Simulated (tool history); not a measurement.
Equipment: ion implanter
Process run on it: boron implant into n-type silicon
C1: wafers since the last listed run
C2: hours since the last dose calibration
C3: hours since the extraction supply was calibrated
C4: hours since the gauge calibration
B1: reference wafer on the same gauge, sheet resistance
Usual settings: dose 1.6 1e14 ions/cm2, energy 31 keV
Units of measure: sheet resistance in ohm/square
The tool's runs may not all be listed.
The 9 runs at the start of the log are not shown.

Run 10, day 4.283: usual settings but dose 1.24 1e14 ions/cm2; C1 120; C2 802.7; C3 3825.4; C4 63.1; B1 537.91. Result: sheet resistance 552.97 ohm/square.
Run 11, day 4.562: usual settings but energy 28.5 keV; C1 106; C2 809.4; C3 3832.1; C4 69.8; B1 537.05. Result: sheet resistance 461 ohm/square.
Run 12, day 4.992: usual settings but dose 1.42 1e14 ions/cm2; C1 163; C2 819.7; C3 3842.4; C4 80.1; B1 537.55. Result: sheet resistance 498.88 ohm/square.
Run 13, day 6.892: usual settings; C1 723; C2 865.3; C3 3888; C4 125.7; B1 537.3. Result: sheet resistance 455.49 ohm/square.
Run 14, day 7.296: usual settings; C1 153; C2 875; C3 3897.7; C4 135.4; B1 536.95. Result: sheet resistance 453.27 ohm/square.
Run 15, day 9.142: usual settings; C1 702; C2 919.3; C3 3942; C4 179.7; B1 536.85. Result: sheet resistance 451.61 ohm/square.
At day 10.112: extraction supply calibrated.
Run 16, day 10.133: usual settings but dose 1.9 1e14 ions/cm2; C1 250; C2 943.1; C3 0.5; C4 203.5; B1 537.51. Result: sheet resistance 395.68 ohm/square.
Run 17, day 10.596: usual settings but energy 26 keV; C1 176; C2 954.2; C3 11.6; C4 214.6; B1 537.66. Result: sheet resistance 464.99 ohm/square.
Run 18, day 11.029: usual settings but dose 1.92 1e14 ions/cm2, energy 28 keV; C1 164; C2 964.6; C3 22; C4 225; B1 537.05. Result: sheet resistance 399.81 ohm/square.
Run 19, day 11.404: usual settings but dose 1.86 1e14 ions/cm2, energy 41 keV; C1 142; C2 973.6; C3 31; C4 234; B1 537. Result: sheet resistance 389.32 ohm/square.
Run 20, day 11.779: usual settings; C1 142; C2 982.6; C3 40; C4 243; B1 537.18. Result: sheet resistance 457.41 ohm/square.
Run 21, day 12.404: usual settings; C1 237; C2 997.6; C3 55; C4 258; B1 537.92. Result: sheet resistance 456.56 ohm/square.
Run 22, day 13.075: usual settings but dose 2.05 1e14 ions/cm2, energy 40.5 keV; C1 255; C2 1013.7; C3 71.1; C4 274.1; B1 537.03. Result: sheet resistance 362.52 ohm/square.
Run 23, day 13.729: usual settings but dose 1.15 1e14 ions/cm2, energy 28.5 keV; C1 249; C2 1029.4; C3 86.8; C4 289.8; B1 537.25. Result: sheet resistance 592.57 ohm/square.
Run 24, day 14.162: usual settings; C1 164; C2 1039.8; C3 97.2; C4 300.2; B1 537.56. Result: sheet resistance 449.79 ohm/square.
Run 25, day 14.479: usual settings but dose 2.01 1e14 ions/cm2, energy 40.5 keV; C1 120; C2 1047.4; C3 104.8; C4 307.8; B1 536.51. Result: sheet resistance 370.7 ohm/square.
At day 14.538: gauge calibrated.
At day 14.954: Faraday cup replaced and dose calibrated.
Run 26, day 14.996: usual settings but dose 1.26 1e14 ions/cm2, energy 38.5 keV; C1 69; C2 1; C3 117.2; C4 11; B1 536.5. Result: sheet resistance 525.49 ohm/square.

What does the tool deliver on the next run?
Run 27, day 15.508: usual settings; C1 195; C2 13.3; C3 129.5; C4 23.3; B1 ?. Result: sheet resistance ?.

B1: 536.93
sheet resistance: 450.78 ohm/square
Had the tool carried no hidden state, the very same run would have given sheet resistance 450.78 ohm/square.
